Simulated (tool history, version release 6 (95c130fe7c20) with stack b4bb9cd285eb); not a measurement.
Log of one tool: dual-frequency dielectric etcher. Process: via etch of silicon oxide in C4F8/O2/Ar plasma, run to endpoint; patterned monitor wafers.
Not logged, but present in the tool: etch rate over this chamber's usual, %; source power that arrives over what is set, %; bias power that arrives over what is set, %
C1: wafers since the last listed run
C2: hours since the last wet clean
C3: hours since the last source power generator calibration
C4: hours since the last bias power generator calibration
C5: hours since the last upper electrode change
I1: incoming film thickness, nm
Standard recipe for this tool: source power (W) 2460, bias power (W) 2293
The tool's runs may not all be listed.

Run 1, day 0.000: usual settings but source power (W) 1980; C1 0; C2 190.0; C3 1149.5; C4 2111.6; C5 1786.2; I1 1181.3. Result: endpoint time (s) 206.4.
Run 2, day 3.171: usual settings but source power (W) 1980; C1 426; C2 266.1; C3 1225.6; C4 2187.7; C5 1862.3; I1 1195.9. Result: endpoint time (s) 207.6.
Run 3, day 5.954: usual settings but source power (W) 1980; C1 374; C2 332.9; C3 1292.4; C4 2254.5; C5 1929.1; I1 1195.3. Result: endpoint time (s) 207.3.
Run 4, day 10.154: usual settings; C1 564; C2 433.7; C3 1393.2; C4 2355.3; C5 2029.9; I1 1194.1. Result: endpoint time (s) 187.8.
At day 12.825: wet clean of the chamber.
Run 5, day 18.738: usual settings; C1 1019; C2 141.9; C3 1599.2; C4 2561.3; C5 2235.9; I1 1191.5. Result: endpoint time (s) 191.3.
Run 6, day 22.488: usual settings; C1 504; C2 231.9; C3 1689.2; C4 2651.3; C5 2325.9; I1 1205.6. Result: endpoint time (s) 191.7.
Run 7, day 24.296: usual settings; C1 243; C2 275.3; C3 1732.6; C4 2694.7; C5 2369.3; I1 1195.2. Result: endpoint time (s) 191.9.
Run 8, day 26.679: usual settings; C1 320; C2 332.5; C3 1789.8; C4 2751.9; C5 2426.5; I1 1195.1. Result: endpoint time (s) 189.3.
Run 9, day 29.212: usual settings; C1 340; C2 393.3; C3 1850.6; C4 2812.7; C5 2487.3; I1 1190.7. Result: endpoint time (s) 188.1.
At day 30.512: bias power generator calibrated.
Run 10, day 32.354: usual settings but source power (W) 2610; C1 400; C2 468.7; C3 1926.0; C4 44.2; C5 2562.7; I1 1185.0. Result: endpoint time (s) 183.4.
At day 33.788: wet clean of the chamber.
Run 11, day 36.142: usual settings but source power (W) 2610; C1 374; C2 56.5; C3 2016.9; C4 135.1; C5 2653.6; I1 1181.1. Result: endpoint time (s) 184.4.
At day 39.683: source power generator calibrated.
Run 12, day 40.383: usual settings but source power (W) 2610; C1 547; C2 158.3; C3 16.8; C4 236.9; C5 2755.4; I1 1183.4. Result: endpoint time (s) 184.7.
Run 13, day 42.762: usual settings but bias power (W) 2062; C1 319; C2 215.4; C3 73.9; C4 294.0; C5 2812.5; I1 1192.1. Result: endpoint time (s) 194.7.
Run 14, day 46.900: usual settings but bias power (W) 2062; C1 556; C2 314.7; C3 173.2; C4 393.3; C5 2911.8; I1 1191.3. Result: endpoint time (s) 193.5.
Run 15, day 50.254: usual settings; C1 451; C2 395.2; C3 253.7; C4 473.8; C5 2992.3; I1 1192.4. Result: endpoint time (s) 190.0.
Run 16, day 53.492: usual settings but source power (W) 3040, bias power (W) 2744; C1 435; C2 472.9; C3 331.4; C4 551.5; C5 3070.0; I1 1194.3. Result: endpoint time (s) 166.1.
Run 17, day 55.588: usual settings but source power (W) 1980; C1 281; C2 523.2; C3 381.7; C4 601.8; C5 3120.3; I1 1199.1. Result: endpoint time (s) 206.4.
Run 18, day 57.583: usual settings but source power (W) 2800, bias power (W) 1807; C1 268; C2 571.1; C3 429.6; C4 649.7; C5 3168.2; I1 1193.7. Result: endpoint time (s) 185.4.
At day 59.438: upper electrode replaced, of another model than before.
At day 59.738: wet clean of the chamber.
Run 19, day 59.758: usual settings but source power (W) 2780, bias power (W) 2665; C1 117; C2 0.5; C3 481.8; C4 701.9; C5 7.7; I1 1189.3. Result: endpoint time (s) 175.1.
Run 20, day 62.583: usual settings but bias power (W) 2142; C1 379; C2 68.3; C3 549.6; C4 769.7; C5 75.5; I1 1194.7. Result: endpoint time (s) 192.2.
Run 21, day 64.883: usual settings but bias power (W) 1883; C1 309; C2 123.5; C3 604.8; C4 824.9; C5 130.7; I1 1194.1. Result: endpoint time (s) 194.4.
Run 22, day 67.954: usual settings but source power (W) 1860, bias power (W) 2771; C1 412; C2 197.2; C3 678.5; C4 898.6; C5 204.4; I1 1194.1. Result: endpoint time (s) 222.1.
Run 23, day 72.446: usual settings but source power (W) 2120, bias power (W) 1931; C1 603; C2 305.0; C3 786.3; C4 1006.4; C5 312.2; I1 1200.5. Result: endpoint time (s) 214.2.
Run 24, day 75.583: usual settings but bias power (W) 1791; C1 421; C2 380.3; C3 861.6; C4 1081.7; C5 387.5; I1 1194.3. Result: endpoint time (s) 194.3.
Run 25, day 77.267: usual settings but source power (W) 2160, bias power (W) 2095; C1 226; C2 420.7; C3 902.0; C4 1122.1; C5 427.9; I1 1195.8. Result: endpoint time (s) 206.8.
Run 26, day 78.804: usual settings; C1 206; C2 457.6; C3 938.9; C4 1159.0; C5 464.8; I1 1190.3. Result: endpoint time (s) 186.7.
Run 27, day 81.421: usual settings but source power (W) 2210, bias power (W) 1924; C1 351; C2 520.4; C3 1001.7; C4 1221.8; C5 527.6; I1 1196.9. Result: endpoint time (s) 205.3.
At day 83.542: wet clean of the chamber.
Run 28, day 84.700: usual settings but source power (W) 2770, bias power (W) 1806; C1 306; C2 27.8; C3 1080.4; C4 1300.5; C5 606.3; I1 1187.0. Result: endpoint time (s) 182.9.
Run 29, day 86.583: usual settings; C1 253; C2 73.0; C3 1125.6; C4 1345.7; C5 651.5; I1 1193.2. Result: endpoint time (s) 192.6.
Run 30, day 89.021: usual settings but source power (W) 2200, bias power (W) 2456; C1 327; C2 131.5; C3 1184.1; C4 1404.2; C5 710.0; I1 1188.9. Result: endpoint time (s) 202.3.
Run 31, day 93.367: usual settings but source power (W) 1960, bias power (W) 1810; C1 584; C2 235.8; C3 1288.4; C4 1508.5; C5 814.3; I1 1185.6. Result: endpoint time (s) 225.9.

Consider 5 possible next runs. They are alternatives, not a sequence: every one starts from the tool as it was left by run 31. What does each give?
Run A, day 93.388: usual settings; C1 2; C2 236.3; C3 1288.9; C4 1509.0; C5 814.8; I1 1186.2. Result: endpoint time (s) ?.
Run B, day 93.388: usual settings but source power (W) 2700, bias power (W) 1776; C1 2; C2 236.3; C3 1288.9; C4 1509.0; C5 814.8; I1 1186.2. Result: endpoint time (s) ?.
Run C, day 93.388: usual settings but source power (W) 2120, bias power (W) 2520; C1 2; C2 236.3; C3 1288.9; C4 1509.0; C5 814.8; I1 1186.2. Result: endpoint time (s) ?.
Run D, day 93.388: usual settings but source power (W) 1870, bias power (W) 2010; C1 2; C2 236.3; C3 1288.9; C4 1509.0; C5 814.8; I1 1186.2. Result: endpoint time (s) ?.
Run E, day 93.388: usual settings but source power (W) 2860, bias power (W) 2513; C1 2; C2 236.3; C3 1288.9; C4 1509.0; C5 814.8; I1 1186.2. Result: endpoint time (s) ?.

run  endpoint time (s)
  A              188.6
  B              183.9
  C              204.5
  D              229.7
  E              170.6
What these runs would have given with no unlogged condition in the tool:
run  endpoint time (s)
  A              191.1
  B              186.4
  C              207.3
  D              232.8
  E              172.9
